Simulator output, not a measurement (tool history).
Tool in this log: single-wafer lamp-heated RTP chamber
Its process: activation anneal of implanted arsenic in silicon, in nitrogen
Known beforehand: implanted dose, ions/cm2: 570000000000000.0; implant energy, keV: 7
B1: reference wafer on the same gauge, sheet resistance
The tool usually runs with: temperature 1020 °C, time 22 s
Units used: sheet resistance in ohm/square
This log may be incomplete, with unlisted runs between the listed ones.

{"run": 1, "hour": 0.0, "temperature": 1020, "time": 22, "B1": 197.12, "sheet resistance": 206.97}
{"run": 2, "hour": 13.6, "temperature": 1020, "time": 22, "B1": 197.01, "sheet resistance": 208.31}
{"run": 3, "hour": 40.8, "temperature": 1011, "time": 22, "B1": 197.06, "sheet resistance": 212.11}
{"hour": 73.7, "done": "pyrometer window cleaned and pyrometer calibrated"}
{"run": 4, "hour": 80.2, "temperature": 1011, "time": 22, "B1": 197.26, "sheet resistance": 217.46}
{"run": 5, "hour": 122.6, "temperature": 1003, "time": 22, "B1": 197.01, "sheet resistance": 217.71}
{"hour": 172.0, "done": "gauge calibrated"}
{"run": 6, "hour": 204.1, "temperature": 1003, "time": 22, "B1": 196.75, "sheet resistance": 215.52}
{"run": 7, "hour": 219.4, "temperature": 1003, "time": 22, "B1": 196.97, "sheet resistance": 214.72}
{"run": 8, "hour": 243.1, "temperature": 1032, "time": 22, "B1": 197.43, "sheet resistance": 201.61}
{"run": 9, "hour": 262.9, "temperature": 1032, "time": 22, "B1": 197.01, "sheet resistance": 201.62}
{"hour": 282.3, "done": "pyrometer window cleaned and pyrometer calibrated"}
{"run": 10, "hour": 293.9, "temperature": 1029, "time": 18, "B1": 196.92, "sheet resistance": 210.02}
{"run": 11, "hour": 316.4, "temperature": 1035, "time": 13, "B1": 196.77, "sheet resistance": 212.5}
{"run": 12, "hour": 343.5, "temperature": 1002, "time": 22, "B1": 197.0, "sheet resistance": 215.57}
{"run": 13, "hour": 377.5, "temperature": 999, "time": 16, "B1": 196.98, "sheet resistance": 221.66}
{"hour": 398.4, "done": "reflector plate cleaned"}
{"run": 14, "hour": 398.9, "temperature": 1048, "time": 18, "B1": 196.86, "sheet resistance": 201.54}
{"run": 15, "hour": 414.6, "temperature": 1020, "time": 22, "B1": 197.06, "sheet resistance": 209.25}

Run 16 is up next; what results do you expect?
{"run": 16, "hour": 438.5, "temperature": 1020, "time": 22, "B1": "?", "sheet resistance": "?"}

{"run 16": {"B1": 197.33, "sheet resistance": 209.73}}
Without the tool's hidden state the same run would have given sheet resistance 215.29 ohm/square.
